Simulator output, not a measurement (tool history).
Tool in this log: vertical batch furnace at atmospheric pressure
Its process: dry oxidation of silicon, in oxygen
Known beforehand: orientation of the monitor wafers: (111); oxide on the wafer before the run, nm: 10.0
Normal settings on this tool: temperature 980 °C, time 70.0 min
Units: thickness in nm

run,hour,temperature,time,wafers since the last listed run,hours since the last temperature calibration,hours since the boat lift was adjusted,hours since the gauge calibration,"read-back reference wafer on the same gauge, thickness",thickness
1,0.0,973,43.5,0,382.6,122.0,2264.9,63.23,46.93
2,56.2,980,70.0,702,438.8,178.2,2321.1,63.19,67.10
3,163.8,980,70.0,1344,546.4,285.8,2428.7,63.21,66.15
4,231.2,980,70.0,842,613.8,353.2,2496.1,63.22,66.73
5,282.5,980,70.0,641,665.1,404.5,2547.4,63.18,66.71
6,375.8,980,70.0,1166,758.4,497.8,2640.7,63.22,66.80
7,483.7,980,70.0,1348,866.3,605.7,2748.6,63.20,67.46
8,539.9,980,70.0,702,922.5,661.9,2804.8,63.24,66.87
9,645.7,980,77.5,1322,1028.3,767.7,2910.6,63.20,71.19
10,740.2,969,70.0,1181,1122.8,862.2,3005.1,63.19,62.19
11,829.2,969,70.0,1112,1211.8,951.2,3094.1,63.17,61.45
# hour 852.7: gauge calibrated
12,936.1,969,70.0,1336,1318.7,1058.1,83.4,63.26,61.90
13,1144.0,980,70.0,2598,1526.6,1266.0,291.3,63.17,66.84
14,1223.6,980,70.0,994,1606.2,1345.6,370.9,63.19,67.67
# hour 1397.8: boat lift adjusted
15,1433.8,962,70.0,2327,1816.4,36.0,581.1,63.22,59.22
16,1525.0,955,91.5,1139,1907.6,127.2,672.3,63.18,66.83
17,1610.4,980,70.0,1067,1993.0,212.6,757.7,63.17,67.86
18,1678.0,980,70.0,844,2060.6,280.2,825.3,63.19,67.79
19,1780.8,1003,98.5,1284,2163.4,383.0,928.1,63.19,99.23
20,1860.1,964,42.0,991,2242.7,462.3,1007.4,63.17,44.06
21,1942.2,958,99.0,1026,2324.8,544.4,1089.5,63.20,72.35
22,2010.2,980,70.0,849,2392.8,612.4,1157.5,63.20,68.13
23,2110.4,971,70.0,1252,2493.0,712.6,1257.7,63.23,64.25
24,2182.2,980,70.0,897,2564.8,784.4,1329.5,63.19,69.08
25,2271.6,980,45.5,1117,2654.2,873.8,1418.9,63.20,52.55
26,2309.5,1002,80.5,473,2692.1,911.7,1456.8,63.24,87.66
27,2397.9,1003,98.5,1104,2780.5,1000.1,1545.2,63.24,100.25
# hour 2465.2: thermocouples replaced and temperature profile calibrated
28,2465.7,980,86.0,547,0.5,1067.9,1613.0,63.14,75.92
29,2512.5,969,58.5,584,47.3,1114.7,1659.8,63.25,55.14
30,2568.3,980,90.0,697,103.1,1170.5,1715.6,63.20,77.92
31,2661.3,980,49.0,1162,196.1,1263.5,1808.6,63.21,53.71
32,2720.6,996,100.5,741,255.4,1322.8,1867.9,63.19,94.18
33,2762.9,1004,89.5,528,297.7,1365.1,1910.2,63.22,92.01
# hour 2806.7: boat lift adjusted
34,2813.8,980,36.0,336,348.6,7.1,1961.1,63.21,44.08
35,2899.2,957,52.0,1067,434.0,92.5,2046.5,63.23,47.28
36,2953.5,957,37.5,678,488.3,146.8,2100.8,63.23,38.57
37,3033.4,1004,96.5,998,568.2,226.7,2180.7,63.22,96.79
38,3101.0,1002,70.0,844,635.8,294.3,2248.3,63.23,77.70
39,3258.3,980,103.5,1965,793.1,451.6,2405.6,63.20,86.57

Here are 4 independent what-if runs from the current tool condition. What would each one return?
A,3263.5,959,70.0,64,798.3,456.8,2410.8,?,?
B,3263.5,1002,103.5,64,798.3,456.8,2410.8,?,?
C,3263.5,968,51.0,64,798.3,456.8,2410.8,?,?
D,3263.5,980,59.0,64,798.3,456.8,2410.8,?,?

run,"read-back reference wafer on the same gauge, thickness",thickness
A,63.22,57.34
B,63.22,99.24
C,63.22,50.24
D,63.22,59.94
Had the tool no hidden state, the same runs would have come out as:
run,thickness
A,56.98
B,98.65
C,49.93
D,59.58
